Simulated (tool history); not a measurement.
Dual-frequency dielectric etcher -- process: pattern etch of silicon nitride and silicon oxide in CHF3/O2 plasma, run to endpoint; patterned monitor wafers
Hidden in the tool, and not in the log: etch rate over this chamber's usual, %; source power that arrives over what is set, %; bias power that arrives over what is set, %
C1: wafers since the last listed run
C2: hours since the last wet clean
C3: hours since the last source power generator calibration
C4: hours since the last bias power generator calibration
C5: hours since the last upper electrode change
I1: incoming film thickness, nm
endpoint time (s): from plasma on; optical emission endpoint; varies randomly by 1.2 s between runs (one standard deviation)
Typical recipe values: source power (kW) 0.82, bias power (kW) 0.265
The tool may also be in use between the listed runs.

{"run": 1, "hour": 0.0, "source power (kW)": 0.82, "bias power (kW)": 0.265, "C1": 0, "C2": 247.5, "C3": 4043.9, "C4": 4275.3, "C5": 2047.9, "I1": 277.9, "endpoint time (s)": 155}
{"run": 2, "hour": 31.2, "source power (kW)": 0.82, "bias power (kW)": 0.265, "C1": 244, "C2": 278.7, "C3": 4075.1, "C4": 4306.5, "C5": 2079.1, "I1": 277.1, "endpoint time (s)": 155.7}
{"run": 3, "hour": 52.7, "source power (kW)": 0.82, "bias power (kW)": 0.265, "C1": 168, "C2": 300.2, "C3": 4096.6, "C4": 4328, "C5": 2100.6, "I1": 276.7, "endpoint time (s)": 152.3}
{"run": 4, "hour": 78.3, "source power (kW)": 0.82, "bias power (kW)": 0.265, "C1": 200, "C2": 325.8, "C3": 4122.2, "C4": 4353.6, "C5": 2126.2, "I1": 277.7, "endpoint time (s)": 152.7}
{"run": 5, "hour": 97.2, "source power (kW)": 0.82, "bias power (kW)": 0.265, "C1": 147, "C2": 344.7, "C3": 4141.1, "C4": 4372.5, "C5": 2145.1, "I1": 278.5, "endpoint time (s)": 157.1}
{"run": 6, "hour": 119.9, "source power (kW)": 0.82, "bias power (kW)": 0.238, "C1": 177, "C2": 367.4, "C3": 4163.8, "C4": 4395.2, "C5": 2167.8, "I1": 276.5, "endpoint time (s)": 159.2}
{"run": 7, "hour": 150.7, "source power (kW)": 0.82, "bias power (kW)": 0.265, "C1": 241, "C2": 398.2, "C3": 4194.6, "C4": 4426, "C5": 2198.6, "I1": 278.9, "endpoint time (s)": 155.1}
{"run": 8, "hour": 181.8, "source power (kW)": 0.82, "bias power (kW)": 0.265, "C1": 243, "C2": 429.3, "C3": 4225.7, "C4": 4457.1, "C5": 2229.7, "I1": 277.4, "endpoint time (s)": 158.1}
{"hour": 225.2, "done": "wet clean of the chamber"}
{"run": 9, "hour": 225.7, "source power (kW)": 0.82, "bias power (kW)": 0.265, "C1": 155, "C2": 0.5, "C3": 4269.6, "C4": 4501, "C5": 2273.6, "I1": 278.4, "endpoint time (s)": 151.6}
{"run": 10, "hour": 249.9, "source power (kW)": 0.94, "bias power (kW)": 0.265, "C1": 189, "C2": 24.7, "C3": 4293.8, "C4": 4525.2, "C5": 2297.8, "I1": 277.9, "endpoint time (s)": 142.7}
{"run": 11, "hour": 265.2, "source power (kW)": 0.94, "bias power (kW)": 0.265, "C1": 119, "C2": 40, "C3": 4309.1, "C4": 4540.5, "C5": 2313.1, "I1": 278.6, "endpoint time (s)": 146.5}
{"hour": 294.6, "done": "upper electrode replaced"}
{"run": 12, "hour": 296.4, "source power (kW)": 0.89, "bias power (kW)": 0.265, "C1": 56, "C2": 71.2, "C3": 4340.3, "C4": 4571.7, "C5": 1.8, "I1": 275.6, "endpoint time (s)": 145.2}
{"run": 13, "hour": 324.7, "source power (kW)": 0.89, "bias power (kW)": 0.265, "C1": 221, "C2": 99.5, "C3": 4368.6, "C4": 4600, "C5": 30.1, "I1": 277.2, "endpoint time (s)": 148.6}
{"hour": 328.9, "done": "source power generator calibrated"}
{"run": 14, "hour": 339.5, "source power (kW)": 0.82, "bias power (kW)": 0.242, "C1": 84, "C2": 114.3, "C3": 10.6, "C4": 4614.8, "C5": 44.9, "I1": 277.9, "endpoint time (s)": 157.3}
{"run": 15, "hour": 368.6, "source power (kW)": 0.82, "bias power (kW)": 0.265, "C1": 227, "C2": 143.4, "C3": 39.7, "C4": 4643.9, "C5": 74, "I1": 276.6, "endpoint time (s)": 153.2}
{"run": 16, "hour": 474.6, "source power (kW)": 0.82, "bias power (kW)": 0.265, "C1": 829, "C2": 249.4, "C3": 145.7, "C4": 4749.9, "C5": 180, "I1": 276.4, "endpoint time (s)": 151.9}
{"run": 17, "hour": 503.4, "source power (kW)": 0.82, "bias power (kW)": 0.265, "C1": 225, "C2": 278.2, "C3": 174.5, "C4": 4778.7, "C5": 208.8, "I1": 278.1, "endpoint time (s)": 152.4}
{"run": 18, "hour": 523.6, "source power (kW)": 1, "bias power (kW)": 0.291, "C1": 158, "C2": 298.4, "C3": 194.7, "C4": 4798.9, "C5": 229, "I1": 274.6, "endpoint time (s)": 138.2}
{"run": 19, "hour": 546.9, "source power (kW)": 0.82, "bias power (kW)": 0.201, "C1": 182, "C2": 321.7, "C3": 218, "C4": 4822.2, "C5": 252.3, "I1": 278, "endpoint time (s)": 167.3}
{"hour": 557.0, "done": "bias power generator calibrated"}
{"run": 20, "hour": 564.7, "source power (kW)": 0.82, "bias power (kW)": 0.265, "C1": 107, "C2": 339.5, "C3": 235.8, "C4": 7.7, "C5": 270.1, "I1": 276.8, "endpoint time (s)": 154.8}
{"run": 21, "hour": 591.1, "source power (kW)": 0.96, "bias power (kW)": 0.305, "C1": 206, "C2": 365.9, "C3": 262.2, "C4": 34.1, "C5": 296.5, "I1": 276.2, "endpoint time (s)": 139}
{"run": 22, "hour": 604.4, "source power (kW)": 0.98, "bias power (kW)": 0.219, "C1": 104, "C2": 379.2, "C3": 275.5, "C4": 47.4, "C5": 309.8, "I1": 274.6, "endpoint time (s)": 157}
{"run": 23, "hour": 629.1, "source power (kW)": 1.01, "bias power (kW)": 0.225, "C1": 193, "C2": 403.9, "C3": 300.2, "C4": 72.1, "C5": 334.5, "I1": 276, "endpoint time (s)": 152}
{"hour": 654.3, "done": "wet clean of the chamber"}
{"run": 24, "hour": 654.8, "source power (kW)": 0.82, "bias power (kW)": 0.265, "C1": 13, "C2": 0.5, "C3": 325.9, "C4": 97.8, "C5": 360.2, "I1": 274.4, "endpoint time (s)": 147.6}
{"run": 25, "hour": 669.7, "source power (kW)": 0.82, "bias power (kW)": 0.265, "C1": 116, "C2": 15.4, "C3": 340.8, "C4": 112.7, "C5": 375.1, "I1": 275.3, "endpoint time (s)": 147.4}
{"run": 26, "hour": 696.8, "source power (kW)": 0.92, "bias power (kW)": 0.241, "C1": 212, "C2": 42.5, "C3": 367.9, "C4": 139.8, "C5": 402.2, "I1": 277.9, "endpoint time (s)": 150.1}
{"run": 27, "hour": 722.8, "source power (kW)": 0.82, "bias power (kW)": 0.223, "C1": 203, "C2": 68.5, "C3": 393.9, "C4": 165.8, "C5": 428.2, "I1": 279.1, "endpoint time (s)": 162.5}
{"run": 28, "hour": 738.5, "source power (kW)": 0.82, "bias power (kW)": 0.265, "C1": 122, "C2": 84.2, "C3": 409.6, "C4": 181.5, "C5": 443.9, "I1": 276.5, "endpoint time (s)": 151.8}
{"run": 29, "hour": 772.4, "source power (kW)": 0.68, "bias power (kW)": 0.208, "C1": 265, "C2": 118.1, "C3": 443.5, "C4": 215.4, "C5": 477.8, "I1": 276.8, "endpoint time (s)": 172.2}
{"run": 30, "hour": 790.6, "source power (kW)": 0.82, "bias power (kW)": 0.265, "C1": 142, "C2": 136.3, "C3": 461.7, "C4": 233.6, "C5": 496, "I1": 273.6, "endpoint time (s)": 149.6}
{"run": 31, "hour": 815.1, "source power (kW)": 0.69, "bias power (kW)": 0.287, "C1": 191, "C2": 160.8, "C3": 486.2, "C4": 258.1, "C5": 520.5, "I1": 278.8, "endpoint time (s)": 156.1}
{"run": 32, "hour": 845.8, "source power (kW)": 1.01, "bias power (kW)": 0.224, "C1": 240, "C2": 191.5, "C3": 516.9, "C4": 288.8, "C5": 551.2, "I1": 277.2, "endpoint time (s)": 149.3}
{"run": 33, "hour": 863.6, "source power (kW)": 0.82, "bias power (kW)": 0.206, "C1": 139, "C2": 209.3, "C3": 534.7, "C4": 306.6, "C5": 569, "I1": 277.1, "endpoint time (s)": 164.4}
{"run": 34, "hour": 875.6, "source power (kW)": 0.63, "bias power (kW)": 0.213, "C1": 93, "C2": 221.3, "C3": 546.7, "C4": 318.6, "C5": 581, "I1": 275.9, "endpoint time (s)": 178.6}
{"run": 35, "hour": 893.1, "source power (kW)": 0.82, "bias power (kW)": 0.265, "C1": 136, "C2": 238.8, "C3": 564.2, "C4": 336.1, "C5": 598.5, "I1": 274.5, "endpoint time (s)": 149.6}
{"run": 36, "hour": 923.5, "source power (kW)": 0.87, "bias power (kW)": 0.235, "C1": 237, "C2": 269.2, "C3": 594.6, "C4": 366.5, "C5": 628.9, "I1": 279, "endpoint time (s)": 158.1}

Forecast each of these 3 alternatives for the next run:
{"run": "A", "hour": 924.0, "source power (kW)": 0.64, "bias power (kW)": 0.265, "C1": 3, "C2": 269.7, "C3": 595.1, "C4": 367, "C5": 629.4, "I1": 277.8, "endpoint time (s)": "?"}
{"run": "B", "hour": 924.0, "source power (kW)": 0.73, "bias power (kW)": 0.265, "C1": 3, "C2": 269.7, "C3": 595.1, "C4": 367, "C5": 629.4, "I1": 277.8, "endpoint time (s)": "?"}
{"run": "C", "hour": 924.0, "source power (kW)": 0.95, "bias power (kW)": 0.313, "C1": 3, "C2": 269.7, "C3": 595.1, "C4": 367, "C5": 629.4, "I1": 277.8, "endpoint time (s)": "?"}

run=A endpoint_time_(s)=167.9
run=B endpoint_time_(s)=161.6
run=C endpoint_time_(s)=141.3
Had the tool no hidden state, the same runs would have come out as:
run=A endpoint_time_(s)=164.1
run=B endpoint_time_(s)=157.9
run=C endpoint_time_(s)=138.1
